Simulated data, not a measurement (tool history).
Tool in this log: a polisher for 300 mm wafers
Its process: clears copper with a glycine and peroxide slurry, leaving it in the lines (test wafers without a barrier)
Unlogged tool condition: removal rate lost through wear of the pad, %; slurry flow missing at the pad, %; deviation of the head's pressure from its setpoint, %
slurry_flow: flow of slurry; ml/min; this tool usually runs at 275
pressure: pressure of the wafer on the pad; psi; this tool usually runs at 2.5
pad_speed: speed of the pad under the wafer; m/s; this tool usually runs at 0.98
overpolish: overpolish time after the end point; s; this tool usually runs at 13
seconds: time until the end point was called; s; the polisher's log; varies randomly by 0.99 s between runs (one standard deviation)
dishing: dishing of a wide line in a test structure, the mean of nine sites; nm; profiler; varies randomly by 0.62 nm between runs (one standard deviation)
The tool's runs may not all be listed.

run	hour	slurry_flow	pressure	pad_speed	overpolish	wafers since the last listed run	wafers polished on this pad	hours since the slurry nozzle was cleaned	hours since the head pressure was calibrated	incoming thickness of the incoming film, nm	seconds	dishing
1	0.0	305	2.5	0.98	13	0	359	326.4	662.9	455.1	85.0	56.2
2	15.3	275	2.5	0.98	13	113	472	341.7	678.2	451.3	85.4	56.7
3	24.1	275	2.5	0.98	13	65	537	350.5	687.0	458.7	83.8	56.7
4	66.3	275	2.5	0.98	13	312	850	392.7	729.2	450.4	83.7	56.3
5	74.1	275	2.5	0.98	13	57	908	400.5	737.0	460.1	86.2	57.2
# hour 78.7: head pressure recalibrated
6	81.6	275	3.1	0.98	13	40	948	408.0	2.9	453.3	70.1	67.1
7	98.8	275	2.5	0.98	13	127	1076	425.2	20.1	455.4	87.3	56.4
8	109.4	275	2.5	0.98	13	78	1154	435.8	30.7	463.4	87.3	56.5
9	124.1	275	2.5	0.98	13	108	1263	450.5	45.4	450.5	86.8	58.1
10	131.9	275	2.5	0.98	16	57	1321	458.3	53.2	449.4	85.3	68.2
# hour 136.7: slurry nozzle cleaned
11	141.5	275	2.5	0.98	16	63	1385	4.8	62.8	461.3	82.1	69.0
# hour 155.6: worn pad replaced by a new one
12	156.5	275	2.5	0.98	13	81	6	19.8	77.8	456.1	81.7	58.9
13	163.9	275	2.5	1.30	9	54	61	27.2	85.2	448.7	68.7	50.1
14	171.6	315	2.5	1.20	13	57	118	34.9	92.9	450.1	71.3	66.1
15	188.4	275	3.3	0.78	9	124	243	51.7	109.7	453.4	76.6	46.2
16	203.7	210	2.8	1.16	16	113	356	67.0	125.0	452.4	69.3	79.2
17	210.2	275	2.1	0.98	13	48	404	73.5	131.5	457.2	95.3	51.8
18	218.8	275	2.5	0.98	13	63	468	82.1	140.1	453.7	83.4	57.5
19	228.0	310	2.5	0.68	13	68	536	91.3	149.3	459.8	105.5	48.3
20	245.5	275	2.5	0.98	13	129	666	108.8	166.8	454.5	82.4	58.2
21	258.7	275	2.7	0.98	13	97	763	122.0	180.0	460.1	79.6	60.5
22	267.1	275	2.5	0.98	13	62	826	130.4	188.4	457.4	85.0	57.9
23	278.9	315	2.5	1.20	13	87	913	142.2	200.2	453.0	71.8	64.1
24	285.9	275	2.5	0.98	13	51	965	149.2	207.2	447.7	83.1	57.4
25	292.7	275	2.5	0.98	13	50	1015	156.0	214.0	448.6	81.9	57.5
26	300.5	245	1.6	1.12	20	57	1073	163.8	221.8	452.5	112.1	63.3
27	317.9	275	2.5	0.84	13	128	1202	181.2	239.2	455.1	92.3	52.7
# hour 325.4: worn pad replaced by a new one
28	328.8	275	2.5	0.74	13	51	25	192.1	250.1	455.5	98.2	49.3
29	346.5	355	2.5	0.98	13	131	156	209.8	267.8	454.1	81.6	57.8
30	382.7	275	2.5	0.98	13	268	424	246.0	304.0	455.8	85.8	56.9
31	431.7	230	2.5	0.76	6	363	787	295.0	353.0	454.9	102.4	24.8
32	438.1	315	2.5	0.98	21	47	835	301.4	359.4	463.1	84.6	85.6
33	454.3	275	2.5	0.98	5	120	955	317.6	375.6	455.2	84.0	23.8
# hour 489.3: worn pad replaced by a new one
34	489.8	335	2.5	0.74	13	233	3	353.1	411.1	455.6	99.1	49.9

Hidden state or all else? Some run-to-run changes of seconds, split into what the settings, what came in and random variation would give without the hidden state, and what is left for the hidden state (with any gauge scatter that isn't in both results):
Run 10 -> 11: slurry nozzle cleaned. seconds -3.2 s: hidden state -3.6, all else +0.4.
Run 16 -> 17: slurry_flow 210 -> 275, pressure 2.8 -> 2.1, pad_speed 1.16 -> 0.98, overpolish 16 -> 13. seconds +26.0 s: hidden state +0.3, all else +25.7.
Run 19 -> 20: slurry_flow 310 -> 275, pad_speed 0.68 -> 0.98. seconds -23.1 s: hidden state +0.0, all else -23.1.
Run 25 -> 26: slurry_flow 275 -> 245, pressure 2.5 -> 1.6, pad_speed 0.98 -> 1.12, overpolish 13 -> 20. seconds +30.2 s: hidden state +1.2, all else +29.0.
Run 30 -> 31: slurry_flow 275 -> 230, pad_speed 0.98 -> 0.76, overpolish 13 -> 6. seconds +16.6 s: hidden state +1.4, all else +15.2.
Run 31 -> 32: slurry_flow 230 -> 315, pad_speed 0.76 -> 0.98, overpolish 6 -> 21. seconds -17.8 s: hidden state -1.5, all else -16.3.

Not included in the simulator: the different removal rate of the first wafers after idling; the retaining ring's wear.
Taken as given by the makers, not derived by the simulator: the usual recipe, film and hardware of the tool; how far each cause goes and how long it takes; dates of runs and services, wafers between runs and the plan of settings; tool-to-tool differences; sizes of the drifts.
